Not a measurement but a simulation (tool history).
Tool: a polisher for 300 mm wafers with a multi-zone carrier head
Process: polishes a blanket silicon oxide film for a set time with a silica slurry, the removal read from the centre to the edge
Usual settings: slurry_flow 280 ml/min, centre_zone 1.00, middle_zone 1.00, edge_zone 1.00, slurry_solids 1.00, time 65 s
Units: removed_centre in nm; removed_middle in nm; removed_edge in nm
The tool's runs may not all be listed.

run   hour  slurry_flow  centre_zone  middle_zone  edge_zone  slurry_solids  time  incoming thickness of the incoming film, nm  removed_centre  removed_middle  removed_edge
  1    0.0          280         1.00         1.00       0.95           1.00    65                                       1319.6           229.0           229.2         226.3
  2   34.7          280         1.00         1.00       1.00           1.00    65                                       1351.9           227.9           223.2         230.3
      38.5  -- centre zone pressure recalibrated
      53.0  -- slurry nozzle cleaned
  3  104.2          280         1.00         1.09       1.00           1.00    65                                       1350.9           231.1           247.4         235.4
  4  133.0          330         1.00         1.00       1.00           1.00    65                                       1311.3           235.8           236.1         240.3
  5  152.9          280         1.00         1.00       1.00           1.00    65                                       1360.8           234.6           225.7         232.4
  6  175.1          340         0.92         1.00       1.06           1.00    65                                       1350.4           213.8           232.5         242.5
  7  209.8          280         1.00         1.00       1.00           1.00    65                                       1341.6           224.2           231.6         231.5
     225.2  -- worn pad replaced by a new one
  8  225.7          280         1.00         1.00       1.00           1.00    65                                       1357.4           227.3           223.7         228.7
  9  253.0          280         1.07         1.00       1.00           1.10    65                                       1343.7           242.0           230.4         239.3
     256.3  -- edge zone pressure recalibrated
 10  281.8          280         1.10         1.00       0.97           0.75    65                                       1327.0           217.5           207.3         203.6
 11  304.9          280         1.00         1.00       1.00           1.00    65                                       1356.5           222.8           226.1         232.0
     316.2  -- slurry nozzle cleaned
 12  318.5          225         1.00         1.00       1.00           1.00    65                                       1352.4           232.7           234.3         237.4
 13  335.9          280         1.00         1.00       0.92           1.00    50                                       1355.8           181.7           180.0         178.4
 14  362.2          345         0.89         1.10       1.00           1.00    65                                       1350.9           218.4           258.4         238.5
 15  383.0          280         1.00         1.00       0.95           1.00    55                                       1364.5           197.4           191.3         194.5
 16  398.7          280         1.00         0.97       1.00           1.00    65                                       1345.5           232.3           225.8         237.9
 17  415.7          280         1.04         1.00       1.00           1.00    65                                       1361.2           240.4           232.4         230.5
 18  435.1          280         1.00         1.00       0.97           1.00    65                                       1312.1           230.5           225.0         229.4
 19  468.1          200         1.00         1.00       1.00           1.00    65                                       1351.3           217.7           219.1         225.1
 20  491.5          305         1.07         1.00       1.05           1.00    83                                       1327.2           309.2           298.2         308.7
     503.8  -- worn pad replaced by a new one
 21  518.2          280         1.00         1.00       1.00           1.00    65                                       1358.1           226.2           224.8         231.7

5 ways to go on from here, each from the tool as it stands after run 21. What would each give?
  A  518.6          280         1.00         1.00       1.00           1.00    65                                       1363.1               ?               ?             ?
  B  518.6          280         1.00         0.90       1.00           1.00    65                                       1363.1               ?               ?             ?
  C  518.6          280         1.00         1.05       1.00           0.75    65                                       1363.1               ?               ?             ?
  D  518.6          360         1.00         1.00       1.00           1.00    65                                       1363.1               ?               ?             ?
  E  518.6          280         1.00         0.96       1.03           0.75    53                                       1363.1               ?               ?             ?

run  removed_centre  removed_middle  removed_edge
  A           227.6           218.3         230.9
  B           227.4           199.8         231.2
  C           206.0           205.8         208.7
  D           235.7           225.3         236.3
  E           167.8           155.6         172.9
Without the tool's hidden state the same runs would have given:
run  removed_centre  removed_middle  removed_edge
  A           243.4           231.9         241.5
  B           243.3           212.3         241.8
  C           220.3           218.7         218.3
  D           248.9           236.6         245.2
  E           179.5           165.3         180.8
